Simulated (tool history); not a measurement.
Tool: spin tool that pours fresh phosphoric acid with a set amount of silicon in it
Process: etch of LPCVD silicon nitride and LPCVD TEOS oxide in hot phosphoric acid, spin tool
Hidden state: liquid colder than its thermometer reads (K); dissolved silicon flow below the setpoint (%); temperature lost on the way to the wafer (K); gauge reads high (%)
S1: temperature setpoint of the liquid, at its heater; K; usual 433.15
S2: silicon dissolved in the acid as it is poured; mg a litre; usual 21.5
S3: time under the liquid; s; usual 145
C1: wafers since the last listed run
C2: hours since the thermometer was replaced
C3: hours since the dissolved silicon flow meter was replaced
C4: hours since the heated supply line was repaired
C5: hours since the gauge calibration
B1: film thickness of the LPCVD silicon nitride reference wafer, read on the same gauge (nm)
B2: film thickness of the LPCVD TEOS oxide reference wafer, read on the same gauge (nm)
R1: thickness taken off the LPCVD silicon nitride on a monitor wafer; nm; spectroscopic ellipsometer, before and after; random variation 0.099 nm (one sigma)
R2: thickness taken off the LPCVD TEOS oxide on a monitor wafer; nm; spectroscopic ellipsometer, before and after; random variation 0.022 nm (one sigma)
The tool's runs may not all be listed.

| run | day | S1 | S2 | S3 | C1 | C2 | C3 | C4 | C5 | B1 | B2 | R1 | R2 |
|---|---|---|---|---|---|---|---|---|---|---|---|---|---|
| 1 | 0.000 | 433.15 | 29.0 | 145 | 0 | 962.3 | 1193.9 | 1473.5 | 388.9 | 39.29 | 117.889 | 11.89 | 0.238 |
| 2 | 1.679 | 433.15 | 29.0 | 145 | 224 | 1002.6 | 1234.2 | 1513.8 | 429.2 | 39.23 | 117.647 | 11.93 | 0.256 |
| 3 | 4.400 | 434.15 | 21.5 | 145 | 364 | 1067.9 | 1299.5 | 1579.1 | 494.5 | 39.07 | 117.380 | 12.22 | 0.309 |
| 4 | 5.975 | 434.15 | 21.5 | 145 | 210 | 1105.7 | 1337.3 | 1616.9 | 532.3 | 39.06 | 117.129 | 12.24 | 0.324 |
| 5 | 7.283 | 434.15 | 21.5 | 145 | 175 | 1137.1 | 1368.7 | 1648.3 | 563.7 | 39.02 | 117.065 | 12.19 | 0.285 |
| 6 | 10.058 | 433.15 | 10.5 | 175 | 371 | 1203.7 | 1435.3 | 1714.9 | 630.3 | 38.85 | 116.765 | 14.21 | 0.421 |
| 7 | 11.300 | 433.15 | 21.5 | 145 | 166 | 1233.5 | 1465.1 | 1744.7 | 660.1 | 38.88 | 116.554 | 11.71 | 0.299 |
| 8 | 12.829 | 435.15 | 21.5 | 145 | 204 | 1270.2 | 1501.8 | 1781.4 | 696.8 | 38.77 | 116.436 | 12.41 | 0.296 |
| 9 | 16.879 | 435.15 | 21.5 | 145 | 542 | 1367.4 | 1599.0 | 1878.6 | 794.0 | 38.71 | 115.988 | 12.62 | 0.373 |
| 10 | 18.883 | 432.15 | 21.5 | 145 | 268 | 1415.5 | 1647.1 | 1926.7 | 842.1 | 38.55 | 115.643 | 11.24 | 0.277 |
|  | 20.792 | thermometer replaced |
| 11 | 21.042 | 430.65 | 8.0 | 190 | 283 | 6.0 | 1698.9 | 1978.5 | 893.9 | 38.47 | 115.429 | 13.97 | 0.458 |
| 12 | 22.717 | 433.15 | 21.5 | 145 | 224 | 46.2 | 1739.1 | 2018.7 | 934.1 | 38.41 | 115.254 | 11.65 | 0.266 |

Forecast run 13:
| 13 | 24.000 | 431.65 | 29.0 | 110 | 171 | 77.0 | 1769.9 | 2049.5 | 964.9 | ? | ? | ? | ? |

{"run 13": {"B1": 38.35, "B2": 115.088, "R1": 8.31, "R2": 0.159}}
Without the tool's hidden state the same run would have given R1 8.66 nm, R2 0.166 nm.
